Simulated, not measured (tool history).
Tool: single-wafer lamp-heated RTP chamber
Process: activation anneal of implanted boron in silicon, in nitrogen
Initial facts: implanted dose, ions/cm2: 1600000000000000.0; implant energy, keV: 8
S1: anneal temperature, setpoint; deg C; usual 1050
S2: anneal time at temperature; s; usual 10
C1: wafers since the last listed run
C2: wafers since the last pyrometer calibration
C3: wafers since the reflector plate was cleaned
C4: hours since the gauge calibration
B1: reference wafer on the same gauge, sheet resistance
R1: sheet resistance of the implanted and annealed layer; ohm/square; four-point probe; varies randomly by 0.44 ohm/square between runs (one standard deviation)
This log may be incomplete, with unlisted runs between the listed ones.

{"run": 1, "day": 0.0, "S1": 1050, "S2": 10, "C1": 0, "C2": 2477, "C3": 1220, "C4": 151.6, "B1": 88.86, "R1": 106.14}
{"run": 2, "day": 1.104, "S1": 1070, "S2": 10, "C1": 639, "C2": 3117, "C3": 1860, "C4": 178.1, "B1": 88.85, "R1": 97.37}
{"day": 2.546, "done": "pyrometer window cleaned and pyrometer calibrated"}
{"run": 3, "day": 2.567, "S1": 1070, "S2": 10, "C1": 654, "C2": 11, "C3": 2514, "C4": 213.2, "B1": 89.06, "R1": 96.96}
{"run": 4, "day": 2.808, "S1": 1070, "S2": 10, "C1": 140, "C2": 151, "C3": 2654, "C4": 219, "B1": 88.95, "R1": 97.39}
{"run": 5, "day": 3.842, "S1": 1062, "S2": 10, "C1": 598, "C2": 750, "C3": 3253, "C4": 243.8, "B1": 89.08, "R1": 100.04}
{"run": 6, "day": 5.088, "S1": 1062, "S2": 10, "C1": 721, "C2": 1471, "C3": 3975, "C4": 273.7, "B1": 89.18, "R1": 100.07}
{"run": 7, "day": 6.267, "S1": 1062, "S2": 10, "C1": 683, "C2": 2155, "C3": 4658, "C4": 302, "B1": 89.11, "R1": 100.2}
{"run": 8, "day": 6.842, "S1": 1073, "S2": 10, "C1": 333, "C2": 2488, "C3": 4991, "C4": 315.8, "B1": 88.87, "R1": 94.67}
{"day": 9.646, "done": "pyrometer window cleaned and pyrometer calibrated"}
{"run": 9, "day": 9.662, "S1": 1073, "S2": 10, "C1": 1441, "C2": 8, "C3": 6432, "C4": 383.5, "B1": 88.92, "R1": 95.66}
{"run": 10, "day": 10.408, "S1": 1050, "S2": 10, "C1": 432, "C2": 440, "C3": 6865, "C4": 401.4, "B1": 88.92, "R1": 105.62}
{"run": 11, "day": 11.9, "S1": 1050, "S2": 10, "C1": 864, "C2": 1305, "C3": 7729, "C4": 437.2, "B1": 89.07, "R1": 104.37}
{"run": 12, "day": 13.288, "S1": 1050, "S2": 10, "C1": 803, "C2": 2109, "C3": 8533, "C4": 470.5, "B1": 89, "R1": 104.07}
{"run": 13, "day": 14.604, "S1": 1050, "S2": 8, "C1": 762, "C2": 2872, "C3": 9296, "C4": 502.1, "B1": 89.12, "R1": 107.45}
{"run": 14, "day": 15.758, "S1": 1050, "S2": 8, "C1": 668, "C2": 3540, "C3": 9965, "C4": 529.8, "B1": 89.02, "R1": 106.31}
{"run": 15, "day": 16.792, "S1": 1050, "S2": 8, "C1": 598, "C2": 4139, "C3": 10563, "C4": 554.6, "B1": 88.96, "R1": 106.8}
{"day": 17.871, "done": "pyrometer window cleaned and pyrometer calibrated"}
{"run": 16, "day": 18.079, "S1": 1050, "S2": 5, "C1": 552, "C2": 120, "C3": 11116, "C4": 585.5, "B1": 89.14, "R1": 111.13}
{"run": 17, "day": 19.412, "S1": 1050, "S2": 5, "C1": 772, "C2": 892, "C3": 11889, "C4": 617.5, "B1": 89.17, "R1": 109.59}
{"run": 18, "day": 20.162, "S1": 1050, "S2": 10, "C1": 434, "C2": 1327, "C3": 12323, "C4": 635.5, "B1": 88.94, "R1": 103.76}
{"day": 21.304, "done": "gauge calibrated"}
{"run": 19, "day": 21.533, "S1": 1050, "S2": 10, "C1": 794, "C2": 2121, "C3": 13118, "C4": 5.5, "B1": 89.11, "R1": 104.68}
{"run": 20, "day": 22.754, "S1": 1070, "S2": 7, "C1": 707, "C2": 2829, "C3": 13825, "C4": 34.8, "B1": 89, "R1": 99.02}
{"day": 23.158, "done": "reflector plate cleaned"}
{"run": 21, "day": 24.221, "S1": 1076, "S2": 13, "C1": 656, "C2": 3485, "C3": 616, "C4": 70, "B1": 88.96, "R1": 92.69}
{"day": 25.554, "done": "pyrometer window cleaned and pyrometer calibrated"}
{"run": 22, "day": 25.662, "S1": 1032, "S2": 10, "C1": 642, "C2": 62, "C3": 1258, "C4": 104.6, "B1": 89.09, "R1": 112.92}
{"run": 23, "day": 27.354, "S1": 1027, "S2": 14, "C1": 980, "C2": 1043, "C3": 2238, "C4": 145.2, "B1": 88.8, "R1": 111.82}
{"run": 24, "day": 28.529, "S1": 1030, "S2": 6, "C1": 680, "C2": 1723, "C3": 2919, "C4": 173.4, "B1": 88.91, "R1": 118.64}
{"run": 25, "day": 29.508, "S1": 1050, "S2": 10, "C1": 567, "C2": 2291, "C3": 3486, "C4": 196.9, "B1": 89.12, "R1": 105.37}
{"run": 26, "day": 30.854, "S1": 1069, "S2": 13, "C1": 779, "C2": 3071, "C3": 4266, "C4": 229.2, "B1": 88.93, "R1": 95.02}
{"run": 27, "day": 32.354, "S1": 1050, "S2": 8, "C1": 869, "C2": 3940, "C3": 5135, "C4": 265.2, "B1": 88.9, "R1": 107.27}
{"day": 33.812, "done": "pyrometer window cleaned and pyrometer calibrated"}
{"run": 28, "day": 33.833, "S1": 1075, "S2": 8, "C1": 663, "C2": 13, "C3": 5799, "C4": 300.7, "B1": 89.03, "R1": 97.45}
{"run": 29, "day": 34.188, "S1": 1026, "S2": 10, "C1": 205, "C2": 218, "C3": 6004, "C4": 309.2, "B1": 88.98, "R1": 115.13}
{"run": 30, "day": 35.004, "S1": 1079, "S2": 4, "C1": 473, "C2": 691, "C3": 6478, "C4": 328.8, "B1": 88.95, "R1": 101.52}
{"run": 31, "day": 35.875, "S1": 1050, "S2": 15, "C1": 504, "C2": 1196, "C3": 6982, "C4": 349.7, "B1": 88.92, "R1": 100}
{"run": 32, "day": 39.338, "S1": 1050, "S2": 10, "C1": 2006, "C2": 3202, "C3": 8988, "C4": 432.8, "B1": 89, "R1": 103.71}
{"run": 33, "day": 40.567, "S1": 1030, "S2": 7, "C1": 712, "C2": 3914, "C3": 9701, "C4": 462.3, "B1": 88.91, "R1": 116.2}
{"run": 34, "day": 41.462, "S1": 1025, "S2": 10, "C1": 519, "C2": 4433, "C3": 10220, "C4": 483.8, "B1": 88.94, "R1": 115.61}

Here are 5 independent what-if runs from the current tool condition. What would each one return?
{"run": "A", "day": 41.479, "S1": 1058, "S2": 10, "C1": 9, "C2": 4443, "C3": 10229, "C4": 484.2, "B1": "?", "R1": "?"}
{"run": "B", "day": 41.479, "S1": 1025, "S2": 8, "C1": 9, "C2": 4443, "C3": 10229, "C4": 484.2, "B1": "?", "R1": "?"}
{"run": "C", "day": 41.479, "S1": 1032, "S2": 6, "C1": 9, "C2": 4443, "C3": 10229, "C4": 484.2, "B1": "?", "R1": "?"}
{"run": "D", "day": 41.479, "S1": 1037, "S2": 10, "C1": 9, "C2": 4443, "C3": 10229, "C4": 484.2, "B1": "?", "R1": "?"}
{"run": "E", "day": 41.479, "S1": 1078, "S2": 16, "C1": 9, "C2": 4443, "C3": 10229, "C4": 484.2, "B1": "?", "R1": "?"}

run=A B1=88.89 R1=100.78
run=B B1=88.89 R1=116.99
run=C B1=88.89 R1=116.44
run=D B1=88.89 R1=109.78
run=E B1=88.89 R1=88.88
Stripped of hidden state, with their random variation kept, the same runs would have yielded:
run=A R1=102.67
run=B R1=118.98
run=C R1=118.35
run=D R1=111.68
run=E R1=90.27

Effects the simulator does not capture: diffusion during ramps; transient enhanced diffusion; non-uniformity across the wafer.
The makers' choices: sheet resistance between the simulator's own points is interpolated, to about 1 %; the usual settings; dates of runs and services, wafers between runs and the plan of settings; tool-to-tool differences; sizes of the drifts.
